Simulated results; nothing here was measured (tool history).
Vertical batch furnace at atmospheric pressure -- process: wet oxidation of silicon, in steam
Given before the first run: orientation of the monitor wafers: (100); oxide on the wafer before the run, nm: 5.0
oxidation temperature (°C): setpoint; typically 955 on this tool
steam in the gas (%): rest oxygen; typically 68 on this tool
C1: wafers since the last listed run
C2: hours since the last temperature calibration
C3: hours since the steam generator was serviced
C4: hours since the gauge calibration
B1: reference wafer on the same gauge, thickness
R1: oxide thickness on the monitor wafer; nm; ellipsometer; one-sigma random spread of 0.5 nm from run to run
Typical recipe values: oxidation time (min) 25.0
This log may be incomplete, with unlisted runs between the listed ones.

run 1 hour=0.0 | oxidation_temperature_(°C)=955 oxidation_time_(min)=34.5 steam_in_the_gas_(%)=68 | C1=0 C2=585.4 C3=941.0 C4=569.2 | B1=99.13 | R1=145.93
run 2 hour=40.2 | oxidation_temperature_(°C)=955 oxidation_time_(min)=34.5 steam_in_the_gas_(%)=68 | C1=609 C2=625.6 C3=981.2 C4=609.4 | B1=98.88 | R1=145.92
run 3 hour=108.3 | oxidation_temperature_(°C)=955 oxidation_time_(min)=34.5 steam_in_the_gas_(%)=68 | C1=1033 C2=693.7 C3=1049.3 C4=677.5 | B1=98.90 | R1=146.17
run 4 hour=188.0 | oxidation_temperature_(°C)=955 oxidation_time_(min)=25.0 steam_in_the_gas_(%)=68 | C1=1209 C2=773.4 C3=1129.0 C4=757.2 | B1=98.97 | R1=111.11
run 5 hour=253.4 | oxidation_temperature_(°C)=955 oxidation_time_(min)=25.0 steam_in_the_gas_(%)=68 | C1=992 C2=838.8 C3=1194.4 C4=822.6 | B1=98.94 | R1=110.54
run 6 hour=358.8 | oxidation_temperature_(°C)=955 oxidation_time_(min)=25.0 steam_in_the_gas_(%)=68 | C1=1599 C2=944.2 C3=1299.8 C4=928.0 | B1=99.10 | R1=110.17
-- hour=395.0 steam generator serviced
run 7 hour=416.6 | oxidation_temperature_(°C)=966 oxidation_time_(min)=25.0 steam_in_the_gas_(%)=68 | C1=512 C2=1002.0 C3=21.6 C4=985.8 | B1=99.05 | R1=131.25
run 8 hour=521.2 | oxidation_temperature_(°C)=955 oxidation_time_(min)=25.0 steam_in_the_gas_(%)=76 | C1=1586 C2=1106.6 C3=126.2 C4=1090.4 | B1=98.85 | R1=126.50
run 9 hour=843.5 | oxidation_temperature_(°C)=955 oxidation_time_(min)=25.0 steam_in_the_gas_(%)=76 | C1=4889 C2=1428.9 C3=448.5 C4=1412.7 | B1=98.88 | R1=125.56
run 10 hour=941.9 | oxidation_temperature_(°C)=955 oxidation_time_(min)=25.0 steam_in_the_gas_(%)=68 | C1=1492 C2=1527.3 C3=546.9 C4=1511.1 | B1=99.15 | R1=114.21
run 11 hour=1218.7 | oxidation_temperature_(°C)=955 oxidation_time_(min)=25.0 steam_in_the_gas_(%)=68 | C1=4199 C2=1804.1 C3=823.7 C4=1787.9 | B1=99.00 | R1=112.01
run 12 hour=1299.0 | oxidation_temperature_(°C)=955 oxidation_time_(min)=25.0 steam_in_the_gas_(%)=79 | C1=1218 C2=1884.4 C3=904.0 C4=1868.2 | B1=98.77 | R1=126.81

Run 13 comes next. What will it give?
-- hour=1381.7 thermocouples replaced and temperature profile calibrated
run 13 hour=1382.2 | oxidation_temperature_(°C)=955 oxidation_time_(min)=25.0 steam_in_the_gas_(%)=68 | C1=898 C2=0.5 C3=987.2 C4=1951.4 | B1=? | R1=?

B1: 98.76
R1: 111.36 nm
With the hidden condition absent and the run-to-run variation left alone, this run would have shown R1 115.44 nm.

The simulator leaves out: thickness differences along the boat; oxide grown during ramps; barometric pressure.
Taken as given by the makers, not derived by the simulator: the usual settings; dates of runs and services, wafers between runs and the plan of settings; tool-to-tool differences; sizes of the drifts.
